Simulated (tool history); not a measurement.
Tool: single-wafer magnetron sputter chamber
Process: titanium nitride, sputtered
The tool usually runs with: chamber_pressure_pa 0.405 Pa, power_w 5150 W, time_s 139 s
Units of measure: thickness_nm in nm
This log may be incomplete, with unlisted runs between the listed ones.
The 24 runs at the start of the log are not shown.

run    hour  chamber_pressure_pa  power_w  time_s  read-back reference wafer on the same gauge, thickness_nm  thickness_nm
 25  1665.0                0.405     6150     153                                                    123.117       156.938
 26  1701.4                0.463     5650     167                                                    123.211       157.310
 27  1742.0                0.249     6450     114                                                    123.181       125.581
     1825.9  -- sputter target and shields replaced
 28  1831.5                0.559     4100     149                                                    122.930       112.463
 29  1892.7                0.405     5150     139                                                    122.799       128.762
     1963.1  -- capacitance manometer re-zeroed and calibrated
 30  1978.2                0.362     5150     139                                                    122.991       132.435
 31  2020.3                0.560     5600     139                                                    123.123       133.003
 32  2071.1                0.508     4700     116                                                    122.950        99.275
 33  2280.1                0.552     5950     119                                                    122.990       117.766

5 options for the next run, each taken on its own from the tool as it stands now. Forecast them:
  A  2280.5                0.405     6100     139                                                          ?             ?
  B  2280.5                0.405     3900     154                                                          ?             ?
  C  2280.5                0.405     5150     128                                                          ?             ?
  D  2280.5                0.405     5150     159                                                          ?             ?
  E  2280.5                0.405     6050     139                                                          ?             ?

run  read-back reference wafer on the same gauge, thickness_nm  thickness_nm
  A                                                    123.112       145.251
  B                                                    123.112       117.139
  C                                                    123.112       118.041
  D                                                    123.112       146.629
  E                                                    123.112       144.353
Without the tool's hidden state the same runs would have given:
run  thickness_nm
  A       150.290
  B       121.203
  C       122.136
  D       151.716
  E       149.361
